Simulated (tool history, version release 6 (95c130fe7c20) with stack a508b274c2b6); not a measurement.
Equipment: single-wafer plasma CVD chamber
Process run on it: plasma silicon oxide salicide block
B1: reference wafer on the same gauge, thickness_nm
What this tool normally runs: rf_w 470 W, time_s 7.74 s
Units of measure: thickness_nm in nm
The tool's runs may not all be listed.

{"run": 1, "day": 0.0, "rf_w": 470, "time_s": 7.74, "B1": 80.006, "thickness_nm": 76.278}
{"run": 2, "day": 4.042, "rf_w": 470, "time_s": 7.74, "B1": 79.944, "thickness_nm": 76.123}
{"run": 3, "day": 6.371, "rf_w": 470, "time_s": 7.74, "B1": 79.984, "thickness_nm": 75.871}
{"run": 4, "day": 7.962, "rf_w": 470, "time_s": 7.07, "B1": 79.989, "thickness_nm": 69.233}
{"run": 5, "day": 12.054, "rf_w": 470, "time_s": 7.74, "B1": 80.031, "thickness_nm": 75.768}
{"run": 6, "day": 13.642, "rf_w": 535, "time_s": 7.74, "B1": 80.066, "thickness_nm": 78.366}
{"run": 7, "day": 15.204, "rf_w": 535, "time_s": 7.74, "B1": 79.961, "thickness_nm": 78.521}
{"run": 8, "day": 19.096, "rf_w": 470, "time_s": 7.74, "B1": 79.933, "thickness_nm": 76.07}
{"run": 9, "day": 21.088, "rf_w": 470, "time_s": 7.74, "B1": 79.923, "thickness_nm": 75.619}
{"run": 10, "day": 23.638, "rf_w": 470, "time_s": 7.74, "B1": 80.011, "thickness_nm": 75.957}
{"run": 11, "day": 27.512, "rf_w": 470, "time_s": 8.49, "B1": 79.994, "thickness_nm": 83.293}
{"run": 12, "day": 29.154, "rf_w": 470, "time_s": 7.74, "B1": 80.018, "thickness_nm": 76.019}
{"run": 13, "day": 32.896, "rf_w": 540, "time_s": 7.74, "B1": 80.057, "thickness_nm": 78.671}
{"run": 14, "day": 36.892, "rf_w": 470, "time_s": 7.13, "B1": 80.002, "thickness_nm": 69.73}
{"run": 15, "day": 39.217, "rf_w": 470, "time_s": 7.13, "B1": 80.017, "thickness_nm": 69.658}
{"run": 16, "day": 48.033, "rf_w": 470, "time_s": 7.13, "B1": 79.979, "thickness_nm": 69.538}
{"day": 50.625, "done": "RF generator calibrated"}
{"run": 17, "day": 51.829, "rf_w": 470, "time_s": 7.05, "B1": 80.023, "thickness_nm": 69.958}
{"run": 18, "day": 54.592, "rf_w": 470, "time_s": 7.05, "B1": 80.077, "thickness_nm": 70.371}
{"run": 19, "day": 57.717, "rf_w": 470, "time_s": 7.05, "B1": 79.983, "thickness_nm": 70.401}
{"run": 20, "day": 59.542, "rf_w": 470, "time_s": 7.34, "B1": 80.011, "thickness_nm": 72.702}
{"day": 60.712, "done": "showerhead replaced"}
{"run": 21, "day": 62.788, "rf_w": 470, "time_s": 7.34, "B1": 80.005, "thickness_nm": 72.368}
{"day": 64.308, "done": "gauge calibrated"}
{"run": 22, "day": 70.85, "rf_w": 510, "time_s": 6.7, "B1": 80.016, "thickness_nm": 67.186}
{"run": 23, "day": 73.592, "rf_w": 470, "time_s": 6.63, "B1": 80.003, "thickness_nm": 65.155}
{"run": 24, "day": 75.508, "rf_w": 405, "time_s": 9.08, "B1": 79.965, "thickness_nm": 86.362}
{"run": 25, "day": 79.642, "rf_w": 500, "time_s": 7.74, "B1": 80.007, "thickness_nm": 77.316}
{"run": 26, "day": 81.95, "rf_w": 470, "time_s": 7.74, "B1": 80.006, "thickness_nm": 76.214}
{"run": 27, "day": 86.125, "rf_w": 495, "time_s": 7.26, "B1": 80.04, "thickness_nm": 72.356}
{"run": 28, "day": 87.733, "rf_w": 385, "time_s": 7.74, "B1": 80.025, "thickness_nm": 72.778}
{"run": 29, "day": 89.421, "rf_w": 425, "time_s": 7.74, "B1": 79.958, "thickness_nm": 74.265}
{"run": 30, "day": 91.925, "rf_w": 380, "time_s": 6.31, "B1": 80.047, "thickness_nm": 59.224}
{"run": 31, "day": 93.454, "rf_w": 530, "time_s": 8.57, "B1": 80.01, "thickness_nm": 86.81}
{"run": 32, "day": 97.738, "rf_w": 515, "time_s": 8.25, "B1": 80.029, "thickness_nm": 82.795}
{"run": 33, "day": 99.683, "rf_w": 470, "time_s": 7.74, "B1": 79.986, "thickness_nm": 75.735}
{"run": 34, "day": 103.838, "rf_w": 470, "time_s": 7.74, "B1": 79.978, "thickness_nm": 76.019}
{"run": 35, "day": 107.025, "rf_w": 470, "time_s": 6.4, "B1": 79.995, "thickness_nm": 62.811}
{"run": 36, "day": 110.975, "rf_w": 470, "time_s": 7.74, "B1": 79.983, "thickness_nm": 75.543}
{"run": 37, "day": 113.858, "rf_w": 470, "time_s": 7.74, "B1": 79.934, "thickness_nm": 76.18}
{"run": 38, "day": 116.167, "rf_w": 435, "time_s": 9.17, "B1": 79.94, "thickness_nm": 87.897}
{"run": 39, "day": 120.421, "rf_w": 525, "time_s": 6.94, "B1": 79.986, "thickness_nm": 69.718}
{"run": 40, "day": 124.146, "rf_w": 390, "time_s": 8.22, "B1": 79.981, "thickness_nm": 76.666}
{"run": 41, "day": 127.188, "rf_w": 380, "time_s": 7.74, "B1": 80.067, "thickness_nm": 71.552}
{"run": 42, "day": 130.829, "rf_w": 540, "time_s": 7.18, "B1": 79.953, "thickness_nm": 72.477}
{"day": 136.05, "done": "RF generator calibrated"}
{"run": 43, "day": 136.858, "rf_w": 505, "time_s": 8.3, "B1": 80.021, "thickness_nm": 83.914}
{"run": 44, "day": 138.896, "rf_w": 515, "time_s": 7.74, "B1": 79.995, "thickness_nm": 79.079}
{"run": 45, "day": 141.012, "rf_w": 470, "time_s": 7.74, "B1": 79.993, "thickness_nm": 76.576}

A few steps of thickness_nm between consecutive runs. Split each: what settings, incoming material and random variation would produce without the hidden state, and what is left over for the hidden state, along with gauge scatter present in only one of the two compared results (measured, and without hidden state):
Hidden state at play: delivered RF power above the setpoint (%); gauge reads high (%).
Run 16 -> 17: time_s 7.13 -> 7.05, RF generator calibrated. thickness_nm +0.420 nm: hidden state +1.262, all else -0.842.
Run 23 -> 24: rf_w 470 -> 405, time_s 6.63 -> 9.08. thickness_nm +21.207 nm: hidden state -0.342, all else +21.549.
Run 30 -> 31: rf_w 380 -> 530, time_s 6.31 -> 8.57. thickness_nm +27.586 nm: hidden state -0.523, all else +28.109.
Run 38 -> 39: rf_w 435 -> 525, time_s 9.17 -> 6.94. thickness_nm -18.179 nm: hidden state +0.362, all else -18.541.
Run 42 -> 43: rf_w 540 -> 505, time_s 7.18 -> 8.30, RF generator calibrated. thickness_nm +11.437 nm: hidden state +1.470, all else +9.967.
